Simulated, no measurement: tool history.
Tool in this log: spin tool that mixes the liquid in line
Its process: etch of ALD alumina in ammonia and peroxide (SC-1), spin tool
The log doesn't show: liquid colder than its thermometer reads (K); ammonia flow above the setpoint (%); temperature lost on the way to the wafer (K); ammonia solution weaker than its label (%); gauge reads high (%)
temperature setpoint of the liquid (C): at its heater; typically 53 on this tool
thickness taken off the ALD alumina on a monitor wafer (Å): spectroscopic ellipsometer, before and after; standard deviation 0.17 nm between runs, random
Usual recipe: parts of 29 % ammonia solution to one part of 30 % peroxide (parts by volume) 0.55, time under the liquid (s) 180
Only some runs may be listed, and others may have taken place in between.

| run | day | temperature setpoint of the liquid (C) | parts of 29 % ammonia solution to one part of 30 % peroxide (parts by volume) | time under the liquid (s) | wafers since the last listed run | hours since the thermometer was replaced | hours since the ammonia flow meter was replaced | hours since the heated supply line was repaired | hours since the drum of ammonia solution was connected | hours since the gauge calibration | read-back film thickness of the ALD alumina reference wafer, read on the same gauge (nm) | thickness taken off the ALD alumina on a monitor wafer (Å) |
|---|---|---|---|---|---|---|---|---|---|---|---|---|
| 1 | 0 | 53 | 0.55 | 180 | 0 | 220.6 | 1026.8 | 2177 | 298.6 | 810.6 | 90 | 163.4 |
|  | 0.15 | new drum of ammonia solution connected |
| 2 | 1.462 | 53 | 0.55 | 180 | 153 | 255.7 | 1061.9 | 2212.1 | 31.5 | 845.7 | 90.01 | 163.4 |
| 3 | 4.112 | 53 | 0.55 | 180 | 286 | 319.3 | 1125.5 | 2275.7 | 95.1 | 909.3 | 90 | 162.7 |
| 4 | 5.288 | 53 | 0.55 | 180 | 126 | 347.5 | 1153.7 | 2303.9 | 123.3 | 937.5 | 89.99 | 164.3 |
| 5 | 6.775 | 53 | 0.55 | 180 | 160 | 383.2 | 1189.4 | 2339.6 | 159 | 973.2 | 89.99 | 162.7 |
| 6 | 8.433 | 53 | 0.55 | 180 | 179 | 423 | 1229.2 | 2379.4 | 198.8 | 1013 | 90.01 | 163.1 |
| 7 | 10.129 | 53 | 0.55 | 180 | 183 | 463.7 | 1269.9 | 2420.1 | 239.5 | 1053.7 | 89.99 | 161 |
|  | 11 | new drum of ammonia solution connected |
|  | 11.45 | heated supply line repaired |
| 8 | 11.633 | 53 | 0.55 | 180 | 153 | 499.8 | 1306 | 4.4 | 15.2 | 1089.8 | 89.99 | 199.1 |
|  | 13.6 | gauge calibrated |
|  | 13.892 | thermometer replaced |
| 9 | 14.396 | 53 | 0.75 | 180 | 293 | 12.1 | 1372.3 | 70.7 | 81.5 | 19.1 | 90 | 202 |
| 10 | 16.083 | 53 | 0.75 | 180 | 182 | 52.6 | 1412.8 | 111.2 | 122 | 59.6 | 90 | 198.7 |
| 11 | 18.962 | 53 | 0.75 | 180 | 310 | 121.7 | 1481.9 | 180.3 | 191.1 | 128.7 | 89.99 | 204.1 |
| 12 | 21.538 | 48 | 0.75 | 290 | 278 | 183.5 | 1543.7 | 242.1 | 252.9 | 190.5 | 90 | 243 |
| 13 | 22.712 | 46.5 | 0.55 | 75 | 126 | 211.7 | 1571.9 | 270.3 | 281.1 | 218.7 | 90 | 55.8 |
|  | 22.792 | ammonia flow meter replaced |
|  | 23.029 | new drum of ammonia solution connected |
| 14 | 23.942 | 53 | 0.55 | 180 | 123 | 241.2 | 27.6 | 299.8 | 21.9 | 248.2 | 90 | 193.1 |
| 15 | 25 | 53 | 0.55 | 135 | 114 | 266.6 | 53 | 325.2 | 47.3 | 273.6 | 89.97 | 145.6 |
| 16 | 27.454 | 50 | 0.4 | 180 | 264 | 325.5 | 111.9 | 384.1 | 106.2 | 332.5 | 90 | 157.5 |
| 17 | 29.071 | 53 | 0.4 | 100 | 174 | 364.3 | 150.7 | 422.9 | 145 | 371.3 | 90 | 101.3 |
| 18 | 30.817 | 53 | 0.55 | 210 | 188 | 406.2 | 192.6 | 464.8 | 186.9 | 413.2 | 90.02 | 223.2 |
| 19 | 32.404 | 48 | 0.55 | 180 | 171 | 444.3 | 230.7 | 502.9 | 225 | 451.3 | 90.01 | 144.7 |
|  | 33.408 | new drum of ammonia solution connected |
| 20 | 33.95 | 53 | 0.55 | 180 | 162 | 481.4 | 267.8 | 540 | 13 | 488.4 | 89.99 | 190.6 |
| 21 | 35.608 | 57 | 0.55 | 180 | 179 | 521.2 | 307.6 | 579.8 | 52.8 | 528.2 | 90.02 | 231.1 |
|  | 38.379 | thermometer replaced |
| 22 | 38.583 | 53 | 0.55 | 180 | 316 | 4.9 | 379 | 651.2 | 124.2 | 599.6 | 90 | 184.8 |
| 23 | 40.212 | 48.5 | 0.7 | 120 | 175 | 44 | 418.1 | 690.3 | 163.3 | 638.7 | 90.02 | 100.4 |
| 24 | 42.779 | 48 | 0.45 | 180 | 277 | 105.6 | 479.7 | 751.9 | 224.9 | 700.3 | 89.99 | 138.1 |
| 25 | 45.588 | 59 | 0.7 | 85 | 303 | 173 | 547.1 | 819.3 | 292.3 | 767.7 | 89.99 | 121.7 |
|  | 45.771 | new drum of ammonia solution connected |
| 26 | 48.475 | 62.5 | 0.25 | 180 | 307 | 242.3 | 616.4 | 888.6 | 64.9 | 837 | 90.02 | 281 |

Entry by entry between the runs, the difference in hidden state between the last listed run before and the first listed run after:
Logged between run 1 and run 2: new drum of ammonia solution connected (day 0.15)
  temperature lost on the way to the wafer (K): 3.62 -> 3.67
  measured minus no-state result, thickness taken off the ALD alumina on a monitor wafer (Å): -35.7 -> -36.2
Logged between run 7 and run 8: new drum of ammonia solution connected (day 11); heated supply line repaired (day 11.45)
  temperature lost on the way to the wafer (K): 3.96 -> 0.294
  measured minus no-state result, thickness taken off the ALD alumina on a monitor wafer (Å): -38.9 -> -3.2
Logged between run 8 and run 9: gauge calibrated (day 13.6); thermometer replaced (day 13.892)
  temperature lost on the way to the wafer (K): 0.294 -> 0.388
  measured minus no-state result, thickness taken off the ALD alumina on a monitor wafer (Å): -3.2 -> -4.2
Logged between run 13 and run 14: ammonia flow meter replaced (day 22.792); new drum of ammonia solution connected (day 23.029)
  temperature lost on the way to the wafer (K): 0.672 -> 0.714
  measured minus no-state result, thickness taken off the ALD alumina on a monitor wafer (Å): -2.2 -> -7.5
Logged between run 19 and run 20: new drum of ammonia solution connected (day 33.408)
  temperature lost on the way to the wafer (K): 1 -> 1.05
  measured minus no-state result, thickness taken off the ALD alumina on a monitor wafer (Å): -8.4 -> -11.1
Logged between run 21 and run 22: thermometer replaced (day 38.379)
  temperature lost on the way to the wafer (K): 1.11 -> 1.21
  measured minus no-state result, thickness taken off the ALD alumina on a monitor wafer (Å): -13.9 -> -12.5
Logged between run 25 and run 26: new drum of ammonia solution connected (day 45.771)
  temperature lost on the way to the wafer (K): 1.45 -> 1.55
  measured minus no-state result, thickness taken off the ALD alumina on a monitor wafer (Å): -9.6 -> -22.9
